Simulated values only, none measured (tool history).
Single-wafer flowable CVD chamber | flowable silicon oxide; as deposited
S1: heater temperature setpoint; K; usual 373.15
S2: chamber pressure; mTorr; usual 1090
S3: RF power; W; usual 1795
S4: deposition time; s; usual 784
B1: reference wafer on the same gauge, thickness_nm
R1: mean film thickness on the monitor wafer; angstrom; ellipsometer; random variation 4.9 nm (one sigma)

Run 1, day 0: usual settings but S4 728 s; B1 861.113. Result: R1 8334.99 angstrom.
Run 2, day 0.25: usual settings but S4 728 s; B1 857.784. Result: R1 8358.12 angstrom.
Run 3, day 0.983: usual settings but S4 686 s; B1 858.917. Result: R1 7951.38 angstrom.
Run 4, day 1.379: usual settings but S4 686 s; B1 860.71. Result: R1 7944.29 angstrom.
Run 5, day 1.721: usual settings but S4 686 s; B1 859.164. Result: R1 7948.06 angstrom.
Run 6, day 2.271: usual settings but S1 368.15 K, S3 1600 W; B1 860.654. Result: R1 10371.32 angstrom.
Run 7, day 2.6: usual settings but S3 1580 W; B1 858.186. Result: R1 8804.78 angstrom.
Run 8, day 3.796: usual settings but S1 381.15 K, S2 1210 mTorr, S3 2090 W; B1 859.978. Result: R1 7813.92 angstrom.
Run 9, day 4.221: usual settings but S1 369.15 K, S2 1320 mTorr, S3 1560 W, S4 639 s; B1 857.653. Result: R1 9762.95 angstrom.
Run 10, day 4.658: usual settings but S2 1280 mTorr, S4 719 s; B1 861.16. Result: R1 9782.12 angstrom.
Run 11, day 4.992: usual settings but S1 385.15 K, S2 1270 mTorr; B1 861.015. Result: R1 6966.72 angstrom.
Run 12, day 5.308: usual settings; B1 859.831. Result: R1 9087.22 angstrom.
Run 13, day 5.604: usual settings but S1 366.15 K, S2 930 mTorr, S3 2035 W; B1 859.503. Result: R1 10035.33 angstrom.
Run 14, day 6: usual settings but S1 385.15 K, S4 935 s; B1 860.538. Result: R1 7239.79 angstrom.
At day 6.967: capacitance manometer re-zeroed and calibrated.
Run 15, day 6.988: usual settings but S1 358.15 K, S3 1960 W, S4 825 s; B1 857.766. Result: R1 14684.69 angstrom.
Run 16, day 7.304: usual settings; B1 860.505. Result: R1 8260.28 angstrom.
Run 17, day 7.729: usual settings but S1 362.15 K, S3 1475 W; B1 861.087. Result: R1 11396.77 angstrom.
Run 18, day 8.404: usual settings but S2 1270 mTorr, S4 712 s; B1 860.596. Result: R1 8756.1 angstrom.
At day 8.812: showerhead replaced.
Run 19, day 9.083: usual settings; B1 860.684. Result: R1 8324.07 angstrom.
Run 20, day 9.817: usual settings; B1 856.879. Result: R1 8340.37 angstrom.
Run 21, day 10.442: usual settings but S1 378.15 K, S2 920 mTorr, S3 1635 W, S4 678 s; B1 859.345. Result: R1 4863.14 angstrom.
Run 22, day 10.938: usual settings; B1 857.63. Result: R1 8319.53 angstrom.
Run 23, day 11.496: usual settings but S4 663 s; B1 858.448. Result: R1 7054.59 angstrom.
Run 24, day 12.108: usual settings but S3 1660 W; B1 859.918. Result: R1 8140.14 angstrom.
Run 25, day 12.838: usual settings but S1 362.15 K, S2 1320 mTorr, S3 1500 W, S4 923 s; B1 860.424. Result: R1 16193.49 angstrom.
Run 26, day 13.358: usual settings but S1 363.15 K, S2 960 mTorr; B1 857.82. Result: R1 10225.46 angstrom.
Run 27, day 13.775: usual settings but S1 364.15 K, S2 1320 mTorr, S3 1600 W, S4 643 s; B1 857.295. Result: R1 11055.28 angstrom.
Run 28, day 14.596: usual settings but S1 378.15 K, S3 1680 W, S4 704 s; B1 859.266. Result: R1 6168.87 angstrom.
Run 29, day 14.983: usual settings but S3 1925 W; B1 857.174. Result: R1 8447.9 angstrom.

4 ways to go on from here, each from the tool as it stands after run 29. What would each give?
Run A, day 15.008: usual settings; B1 ?. Result: R1 ?.
Run B, day 15.008: usual settings but S2 1280 mTorr, S4 688 s; B1 ?. Result: R1 ?.
Run C, day 15.008: usual settings but S3 2150 W; B1 ?. Result: R1 ?.
Run D, day 15.008: usual settings but S1 366.15 K, S2 1160 mTorr, S3 1590 W; B1 ?. Result: R1 ?.

run     B1        R1
  A  856.9   8296.33
  B  856.9   8560.47
  C  856.9   8620.25
  D  856.9  10864.04
Without the tool's hidden state the same runs would have given:
run        R1
  A   8350.31
  B   8616.18
  C   8676.34
  D  10934.73
